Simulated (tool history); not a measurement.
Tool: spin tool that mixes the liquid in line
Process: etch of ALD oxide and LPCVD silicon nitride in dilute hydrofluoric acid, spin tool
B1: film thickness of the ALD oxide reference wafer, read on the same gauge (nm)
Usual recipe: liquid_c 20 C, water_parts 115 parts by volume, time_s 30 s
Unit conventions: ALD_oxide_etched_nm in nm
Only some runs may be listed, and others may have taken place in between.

Run 1, day 0: usual settings; B1 110. Result: ALD_oxide_etched_nm 7.34 nm.
Run 2, day 2.542: usual settings but liquid_c 21 C; B1 109.98. Result: ALD_oxide_etched_nm 7.74 nm.
Run 3, day 5.329: usual settings but liquid_c 21 C; B1 109.99. Result: ALD_oxide_etched_nm 7.68 nm.
Run 4, day 7.208: usual settings; B1 110.01. Result: ALD_oxide_etched_nm 7.46 nm.
Run 5, day 9.038: usual settings; B1 110. Result: ALD_oxide_etched_nm 7.48 nm.
Run 6, day 10.421: usual settings; B1 109.99. Result: ALD_oxide_etched_nm 7.47 nm.
Run 7, day 11.862: usual settings; B1 110.01. Result: ALD_oxide_etched_nm 7.53 nm.
Run 8, day 13.621: usual settings; B1 110.01. Result: ALD_oxide_etched_nm 7.51 nm.
Run 9, day 17.258: usual settings but liquid_c 23.5 C; B1 110. Result: ALD_oxide_etched_nm 8.62 nm.
At day 18.154: hydrofluoric acid flow meter replaced.
Run 10, day 18.583: usual settings but liquid_c 22 C, water_parts 95 parts by volume; B1 109.99. Result: ALD_oxide_etched_nm 9.64 nm.
At day 18.625: thermometer replaced.
Run 11, day 24.471: usual settings; B1 110.01. Result: ALD_oxide_etched_nm 6.54 nm.
Run 12, day 26.117: usual settings but liquid_c 18.5 C; B1 110. Result: ALD_oxide_etched_nm 6.18 nm.
Run 13, day 27.592: usual settings but liquid_c 22.5 C; B1 109.99. Result: ALD_oxide_etched_nm 7.17 nm.
Run 14, day 30.308: usual settings; B1 110.02. Result: ALD_oxide_etched_nm 6.6 nm.
Run 15, day 31.529: usual settings; B1 110.01. Result: ALD_oxide_etched_nm 6.61 nm.
Run 16, day 34.092: usual settings but water_parts 75 parts by volume, time_s 35 s; B1 110. Result: ALD_oxide_etched_nm 12.46 nm.
Run 17, day 37.046: usual settings but liquid_c 24 C, water_parts 155 parts by volume, time_s 20 s; B1 110.02. Result: ALD_oxide_etched_nm 3.68 nm.
At day 38.108: gauge calibrated.
Run 18, day 39.521: usual settings; B1 110.01. Result: ALD_oxide_etched_nm 6.6 nm.
Run 19, day 41.179: usual settings but water_parts 170 parts by volume, time_s 35 s; B1 109.97. Result: ALD_oxide_etched_nm 5.03 nm.
Run 20, day 43.942: usual settings; B1 110. Result: ALD_oxide_etched_nm 6.74 nm.
Run 21, day 45.492: usual settings but liquid_c 18.5 C, water_parts 95 parts by volume, time_s 15 s; B1 110.01. Result: ALD_oxide_etched_nm 3.93 nm.
Run 22, day 52.725: usual settings but liquid_c 17 C, water_parts 65 parts by volume; B1 110.01. Result: ALD_oxide_etched_nm 11.28 nm.
Run 23, day 55.1: usual settings but liquid_c 23 C; B1 110. Result: ALD_oxide_etched_nm 7.77 nm.
Run 24, day 56.746: usual settings; B1 110. Result: ALD_oxide_etched_nm 6.92 nm.
Run 25, day 58.596: usual settings but liquid_c 17.5 C, water_parts 75 parts by volume; B1 110. Result: ALD_oxide_etched_nm 10.01 nm.
Run 26, day 60.975: usual settings but liquid_c 24.5 C; B1 109.98. Result: ALD_oxide_etched_nm 8.47 nm.

4 ways to go on from here, each from the tool as it stands after run 26. What would each give?
Run A, day 60.992: usual settings but liquid_c 17 C; B1 ?. Result: ALD_oxide_etched_nm ?.
Run B, day 60.992: usual settings but water_parts 145 parts by volume; B1 ?. Result: ALD_oxide_etched_nm ?.
Run C, day 60.992: usual settings but water_parts 135 parts by volume, time_s 40 s; B1 ?. Result: ALD_oxide_etched_nm ?.
Run D, day 60.992: usual settings but water_parts 160 parts by volume, time_s 40 s; B1 ?. Result: ALD_oxide_etched_nm ?.

run      B1  ALD_oxide_etched_nm
  A  110.01                 6.22
  B  110.01                  5.4
  C  110.01                 7.81
  D  110.01                 6.43
The same runs, with their run-to-run variation unchanged, on a tool lacking any hidden condition would have given:
run  ALD_oxide_etched_nm
  A                 5.59
  B                 4.86
  C                 7.03
  D                 5.78
